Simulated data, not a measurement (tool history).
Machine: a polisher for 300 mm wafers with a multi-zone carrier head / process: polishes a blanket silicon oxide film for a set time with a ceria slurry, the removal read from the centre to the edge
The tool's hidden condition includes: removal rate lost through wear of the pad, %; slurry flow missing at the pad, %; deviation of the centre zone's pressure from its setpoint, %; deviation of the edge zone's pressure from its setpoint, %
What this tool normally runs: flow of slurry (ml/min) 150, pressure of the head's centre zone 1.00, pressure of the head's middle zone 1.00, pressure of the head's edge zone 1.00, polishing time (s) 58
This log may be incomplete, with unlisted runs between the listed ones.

run	hour	flow of slurry (ml/min)	pressure of the head's centre zone	pressure of the head's middle zone	pressure of the head's edge zone	polishing time (s)	wafers since the last listed run	wafers polished on this pad	hours since the slurry nozzle was cleaned	hours since the centre zone pressure was calibrated	hours since the edge zone pressure was calibrated	hours since the carrier head's membrane was replaced	incoming thickness of the incoming film, nm	film removed at the wafer's centre (angstrom)	film removed at mid-radius (angstrom)	film removed at the wafer's edge (angstrom)
1	0.0	150	1.00	1.06	1.00	58	0	1324	769.9	622.9	238.7	399.0	1833.1	2346	2657	2556
# hour 31.9: slurry nozzle cleaned
2	90.1	180	1.09	1.00	1.00	58	752	2077	58.2	713.0	328.8	489.1	1822.7	2963	2850	2754
3	190.4	150	1.00	1.00	1.00	58	846	2923	158.5	813.3	429.1	589.4	1808.7	2498	2691	2591
# hour 299.6: centre zone pressure recalibrated
4	301.2	150	1.00	1.00	1.00	58	918	3842	269.3	1.6	539.9	700.2	1791.3	2437	2603	2619
5	394.5	195	1.00	1.00	0.96	58	787	4630	362.6	94.9	633.2	793.5	1804.2	2627	2738	2658
6	478.2	170	1.07	1.00	0.96	40	706	5336	446.3	178.6	716.9	877.2	1778.3	1850	1774	1768
# hour 554.2: edge zone pressure recalibrated
7	572.6	190	0.95	0.92	1.00	58	780	6117	540.7	273.0	18.4	971.6	1815.2	2437	2497	2577
# hour 606.6: worn pad replaced by a new one
8	664.5	175	0.90	0.95	1.00	58	742	488	632.6	364.9	110.3	1063.5	1778.0	2171	2514	2605
9	761.5	150	0.90	1.11	1.07	72	818	1307	729.6	461.9	207.3	1160.5	1848.1	2618	3360	3269
# hour 831.2: slurry nozzle cleaned
10	866.5	150	1.00	1.00	1.00	58	878	2185	35.3	566.9	312.3	1265.5	1823.9	2641	2807	2691
11	905.6	125	1.00	1.00	1.00	58	330	2515	74.4	606.0	351.4	1304.6	1823.8	2528	2638	2678
12	958.3	150	1.00	1.00	1.00	58	444	2960	127.1	658.7	404.1	1357.3	1822.7	2569	2699	2678
13	1032.8	150	1.00	1.00	1.09	58	629	3589	201.6	733.2	478.6	1431.8	1821.2	2505	2658	2740
14	1080.2	150	0.95	1.00	1.00	73	400	3990	249.0	780.6	526.0	1479.2	1785.1	3046	3359	3286
15	1135.1	150	1.10	1.00	1.00	58	463	4453	303.9	835.5	580.9	1534.1	1833.2	2721	2632	2681
# hour 1172.6: centre zone pressure recalibrated
16	1236.0	120	0.94	1.00	1.08	68	835	5288	404.8	63.4	681.8	1635.0	1800.6	2512	2882	3110
# hour 1251.3: edge zone pressure recalibrated
# hour 1253.2: worn pad replaced by a new one
# hour 1273.9: carrier head's membrane replaced by a new one
17	1338.1	175	0.90	1.00	1.00	58	787	674	506.9	165.5	86.8	64.2	1810.5	2285	2694	2634
18	1424.7	150	0.90	1.00	1.00	40	731	1405	593.5	252.1	173.4	150.8	1816.8	1534	1769	1776
# hour 1470.4: slurry nozzle cleaned
19	1507.8	150	1.00	1.00	1.00	58	693	2098	37.4	335.2	256.5	233.9	1822.9	2730	2791	2726
20	1576.7	150	1.00	1.03	1.00	58	581	2680	106.3	404.1	325.4	302.8	1805.7	2622	2828	2701
21	1674.4	150	1.00	1.00	1.00	58	824	3505	204.0	501.8	423.1	400.5	1787.3	2509	2687	2638

What if the next run were any one of these 5? Each begins from the tool's condition after run 21:
A	1674.8	175	1.00	1.00	1.00	58	3	3508	204.4	502.2	423.5	400.9	1807.4	?	?	?
B	1674.8	150	1.05	1.00	0.93	46	3	3508	204.4	502.2	423.5	400.9	1807.4	?	?	?
C	1674.8	150	0.94	1.00	1.00	72	3	3508	204.4	502.2	423.5	400.9	1807.4	?	?	?
D	1674.8	135	1.07	0.94	1.00	58	3	3508	204.4	502.2	423.5	400.9	1807.4	?	?	?
E	1674.8	150	0.93	0.95	1.00	70	3	3508	204.4	502.2	423.5	400.9	1807.4	?	?	?

run	film removed at the wafer's centre (angstrom)	film removed at mid-radius (angstrom)	film removed at the wafer's edge (angstrom)
A	2640	2705	2736
B	2115	2073	2047
C	2961	3247	3317
D	2637	2432	2626
E	2847	3038	3226
Had the tool no hidden state, the same runs would have come out as:
run	film removed at the wafer's centre (angstrom)	film removed at mid-radius (angstrom)	film removed at the wafer's edge (angstrom)
A	2805	2854	2844
B	2269	2205	2138
C	3177	3453	3464
D	2850	2602	2753
E	3054	3231	3370
